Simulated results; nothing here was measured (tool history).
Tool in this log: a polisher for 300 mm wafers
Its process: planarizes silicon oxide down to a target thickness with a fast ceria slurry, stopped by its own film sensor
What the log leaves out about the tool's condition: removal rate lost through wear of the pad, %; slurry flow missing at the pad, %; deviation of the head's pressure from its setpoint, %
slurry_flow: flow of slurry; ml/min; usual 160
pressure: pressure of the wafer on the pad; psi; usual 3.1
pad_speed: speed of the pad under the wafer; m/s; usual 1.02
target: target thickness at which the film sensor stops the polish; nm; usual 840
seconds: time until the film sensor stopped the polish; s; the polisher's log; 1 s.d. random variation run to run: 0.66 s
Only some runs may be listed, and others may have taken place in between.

run	hour	slurry_flow	pressure	pad_speed	target	wafers since the last listed run	wafers polished on this pad	hours since the slurry nozzle was cleaned	hours since the head pressure was calibrated	incoming thickness of the incoming film, nm	seconds
1	0.0	160	3.1	1.02	956	0	9311	771.0	27.1	1909.3	68.3
# hour 12.0: slurry nozzle cleaned
2	45.6	160	2.7	1.02	840	564	9876	33.6	72.7	1896.4	91.7
# hour 66.9: worn pad replaced by a new one
3	148.4	160	2.4	1.02	840	1250	1032	136.4	175.5	1881.0	101.9
4	208.7	160	2.4	1.02	840	763	1795	196.7	235.8	1866.4	103.9
5	276.0	160	2.4	1.02	840	852	2647	264.0	303.1	1916.1	109.3
6	370.2	160	3.1	1.02	840	1192	3840	358.2	397.3	1940.0	89.6
7	409.4	160	3.1	1.02	840	496	4336	397.4	436.5	1872.8	85.1
8	445.9	160	3.1	1.02	840	462	4798	433.9	473.0	1910.0	87.2
# hour 662.5: head pressure recalibrated
9	716.4	160	3.1	1.02	840	3399	8198	704.4	53.9	1899.8	88.3
# hour 744.4: worn pad replaced by a new one
# hour 756.8: slurry nozzle cleaned, repeated, since the last time left the tool worse
10	811.8	160	3.1	1.02	840	1144	840	55.0	149.3	1921.3	75.2
11	1106.0	160	3.1	1.02	840	3724	4565	349.2	443.5	1901.5	74.8
12	1153.9	160	3.1	1.02	840	606	5171	397.1	491.4	1879.6	73.7
13	1243.1	160	3.1	1.02	840	1129	6301	486.3	580.6	1898.4	75.0
14	1324.4	160	3.1	1.02	840	1029	7330	567.6	661.9	1908.5	76.8
# hour 1390.0: worn pad replaced by a new one
# hour 1410.9: head pressure recalibrated
# hour 1529.5: slurry nozzle cleaned
15	1565.4	160	3.1	1.02	840	2962	2182	35.9	154.5	1931.2	74.3
16	1650.8	215	3.1	1.02	840	1081	3263	121.3	239.9	1901.4	70.5
17	1728.4	190	3.1	1.16	1083	982	4245	198.9	317.5	1880.3	47.9
18	1813.2	160	3.4	1.02	1139	1073	5319	283.7	402.3	1911.4	49.6
19	1858.9	160	2.5	1.02	475	578	5898	329.4	448.0	1899.0	121.1
20	1923.6	160	3.1	1.02	1165	819	6717	394.1	512.7	1903.1	52.1
21	1989.8	160	3.5	0.68	840	838	7555	460.3	578.9	1906.0	100.3
22	2069.3	160	3.1	0.82	840	1006	8562	539.8	658.4	1896.5	92.9
# hour 2084.5: head pressure recalibrated
# hour 2092.3: worn pad replaced by a new one
23	2113.4	160	3.1	1.02	840	482	267	583.9	28.9	1860.5	71.9
24	2162.5	135	3.6	1.02	840	621	889	633.0	78.0	1891.9	66.9
25	2227.9	190	3.1	0.66	652	828	1717	698.4	143.4	1896.1	132.6
26	2308.8	215	2.7	1.02	840	1024	2741	779.3	224.3	1894.7	79.9
# hour 2354.9: slurry nozzle cleaned
27	2379.1	160	3.1	1.32	840	877	3619	24.2	294.6	1886.7	55.4
28	2450.7	160	3.1	1.22	840	906	4525	95.8	366.2	1904.9	61.0
29	2517.0	160	2.1	1.02	629	839	5364	162.1	432.5	1917.3	129.9
30	2597.0	160	3.1	1.02	691	1012	6377	242.1	512.5	1895.3	86.1
31	2673.9	160	3.9	0.74	840	973	7351	319.0	589.4	1920.9	84.9
32	2749.0	180	2.5	1.18	551	950	8302	394.1	664.5	1879.5	97.0
33	2786.3	160	3.1	1.20	746	472	8774	431.4	701.8	1938.9	70.6
34	2829.1	160	3.1	0.76	840	541	9316	474.2	744.6	1883.2	100.0
# hour 2848.1: worn pad replaced by a new one
35	2871.0	160	3.1	1.02	840	479	290	516.1	786.5	1912.8	75.9
# hour 2894.1: head pressure recalibrated
36	2943.1	160	3.1	1.02	840	887	1177	588.2	49.0	1901.3	74.9
37	3021.2	160	3.1	1.02	840	988	2166	666.3	127.1	1924.5	77.3

Forecast each of these 3 alternatives for the next run:
A	3021.6	160	3.1	1.02	840	5	2171	666.7	127.5	1885.6	?
B	3021.6	110	3.1	0.76	1208	5	2171	666.7	127.5	1885.6	?
C	3021.6	160	3.1	0.74	840	5	2171	666.7	127.5	1885.6	?

run	seconds
A	74.5
B	71.9
C	102.7
With no hidden state in the tool, these same runs would have given:
run	seconds
A	71.3
B	67.4
C	98.3
